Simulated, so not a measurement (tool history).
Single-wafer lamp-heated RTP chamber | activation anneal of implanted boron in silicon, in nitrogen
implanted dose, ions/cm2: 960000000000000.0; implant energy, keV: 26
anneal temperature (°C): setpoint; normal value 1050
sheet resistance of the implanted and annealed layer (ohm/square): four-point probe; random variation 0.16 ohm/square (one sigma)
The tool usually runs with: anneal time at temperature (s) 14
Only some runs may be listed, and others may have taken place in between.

run	day	anneal temperature (°C)	anneal time at temperature (s)	read-back reference wafer on the same gauge, sheet resistance	sheet resistance of the implanted and annealed layer (ohm/square)
1	0	1073	14	95	105.48
2	0.542	1032	14	95.03	106.52
3	0.817	1032	14	95.02	106.86
# day 1.258: pyrometer window cleaned and pyrometer calibrated
4	3.025	1032	14	95	106.75
5	3.45	1030	14	95	106.66
6	4.142	1050	14	94.99	105.89
7	4.483	1069	12	95	105.85
8	4.821	1069	12	95	105.76
9	5.333	1069	12	95.02	105.69
10	5.788	1042	18	95.01	105.9
11	6.196	1042	18	95.01	106.08
12	6.846	1050	14	94.98	105.99
# day 7.25: reflector plate cleaned
13	7.271	1050	14	95	105.78
14	7.55	1050	14	94.99	106.12
15	8.125	1050	14	95.03	106.08
16	8.408	1050	14	95.02	105.88
17	9.108	1050	14	95.03	106.19
18	9.683	1073	9	95	105.99
19	9.971	1036	21	94.99	106.32
20	10.379	1041	6	95	106.58
21	11.067	1079	14	95.01	105.36
22	11.454	1050	14	95.03	106.15
# day 11.896: pyrometer window cleaned and pyrometer calibrated
23	12.188	1050	14	94.99	105.76
24	12.5	1062	9	95	105.81
# day 12.779: gauge calibrated
25	12.962	1050	14	95	106.07
26	13.654	1028	14	95	106.86
27	13.938	1070	9	95.01	105.8
28	14.221	1050	14	94.99	105.98
29	14.496	1024	7	94.96	107.98
30	15.229	1027	19	95	106.62
31	15.842	1050	7	95.03	106.04
32	16.138	1037	6	94.99	106.94
33	16.854	1072	14	95	105.8
34	17.442	1041	6	95.01	106.54
35	18.012	1061	22	94.97	105.25
36	18.308	1050	14	95.02	105.77
37	18.683	1076	11	95.01	105.59
38	19.012	1072	11	94.99	105.77

Run-by-run hidden state of the tool:
true wafer temperature minus pyrometer reading, K: 0 at every run
wafer temperature error from the tarnished reflector plate, K: 0 at every run
gauge reads high (%): 0 at every run

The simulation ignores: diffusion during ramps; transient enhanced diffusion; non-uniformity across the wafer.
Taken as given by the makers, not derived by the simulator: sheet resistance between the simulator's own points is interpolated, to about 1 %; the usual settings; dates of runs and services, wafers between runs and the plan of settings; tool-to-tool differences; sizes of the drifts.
